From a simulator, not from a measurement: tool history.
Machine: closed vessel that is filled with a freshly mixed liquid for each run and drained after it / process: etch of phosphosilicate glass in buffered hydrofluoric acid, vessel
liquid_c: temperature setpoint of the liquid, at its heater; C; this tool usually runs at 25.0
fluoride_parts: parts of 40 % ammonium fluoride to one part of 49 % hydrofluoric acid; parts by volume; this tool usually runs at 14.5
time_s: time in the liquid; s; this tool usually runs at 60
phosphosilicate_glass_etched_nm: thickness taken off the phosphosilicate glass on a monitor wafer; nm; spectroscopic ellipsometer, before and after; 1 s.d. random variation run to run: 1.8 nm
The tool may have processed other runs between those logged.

run,day,liquid_c,fluoride_parts,time_s,wafers since the last listed run,hours since the thermometer was replaced,hours since the hydrofluoric acid flow meter was replaced,hours since the gauge calibration,"read-back film thickness of the phosphosilicate glass reference wafer, read on the same gauge (nm)",phosphosilicate_glass_etched_nm
1,0.000,28.5,14.5,60,0,420.3,354.3,325.9,59.31,261.33
# day 1.150: hydrofluoric acid flow meter replaced
2,2.446,25.0,14.5,60,4903,479.0,31.1,384.6,59.12,220.64
3,5.371,25.0,14.5,60,5965,549.2,101.3,454.8,58.99,221.67
4,8.367,24.0,14.5,60,6110,621.1,173.2,526.7,58.75,208.40
5,10.767,25.0,14.5,40,4895,678.7,230.8,584.3,58.64,144.55
6,13.383,25.0,14.5,40,5336,741.5,293.6,647.1,58.53,146.71
7,15.867,25.0,14.5,40,5065,801.1,353.2,706.7,58.32,147.31
# day 16.342: hydrofluoric acid flow meter replaced
# day 17.300: thermometer replaced
8,18.175,25.0,14.5,60,4538,21.0,44.0,762.1,58.20,215.30
9,19.525,25.0,14.5,60,2753,53.4,76.4,794.5,58.15,216.88
10,21.162,25.0,14.5,60,3339,92.7,115.7,833.8,58.06,216.45
11,23.650,25.0,14.5,60,5073,152.4,175.4,893.5,57.93,214.85
12,26.404,25.0,9.0,60,5617,218.5,241.5,959.6,57.80,327.15
# day 27.229: gauge calibrated
13,28.517,25.0,10.5,60,4308,269.2,292.2,30.9,59.88,306.38
14,31.092,22.0,10.5,60,5251,331.0,354.0,92.7,59.75,259.80
# day 32.592: hydrofluoric acid flow meter replaced
15,33.379,28.5,19.5,90,4580,385.9,18.9,147.6,59.58,299.51
16,36.242,25.0,10.0,60,5838,454.6,87.6,216.3,59.39,321.99
17,39.671,25.0,14.5,60,6994,536.9,169.9,298.6,59.15,221.17
18,42.279,25.0,14.5,45,5319,599.5,232.5,361.2,59.09,164.14
19,43.567,25.0,14.5,60,2625,630.4,263.4,392.1,59.01,219.13
20,45.425,28.0,11.5,60,3790,675.0,308.0,436.7,58.88,318.71
21,47.488,25.0,14.5,45,4206,724.5,357.5,486.2,58.74,164.02
# day 49.525: hydrofluoric acid flow meter replaced
22,49.983,25.0,14.5,60,5005,784.4,11.0,546.1,58.66,220.12

4 options for the next run, each taken on its own from the tool as it stands now. Forecast them:
A,50.012,21.0,14.5,60,59,785.1,11.7,546.8,?,?
B,50.012,26.5,20.0,50,59,785.1,11.7,546.8,?,?
C,50.012,25.0,16.5,60,59,785.1,11.7,546.8,?,?
D,50.012,29.5,19.5,60,59,785.1,11.7,546.8,?,?

run,"read-back film thickness of the phosphosilicate glass reference wafer, read on the same gauge (nm)",phosphosilicate_glass_etched_nm
A,58.62,173.35
B,58.62,142.25
C,58.62,190.23
D,58.62,205.42
Stripped of hidden state, with their random variation kept, the same runs would have yielded:
run,phosphosilicate_glass_etched_nm
A,177.46
B,145.62
C,194.73
D,210.28

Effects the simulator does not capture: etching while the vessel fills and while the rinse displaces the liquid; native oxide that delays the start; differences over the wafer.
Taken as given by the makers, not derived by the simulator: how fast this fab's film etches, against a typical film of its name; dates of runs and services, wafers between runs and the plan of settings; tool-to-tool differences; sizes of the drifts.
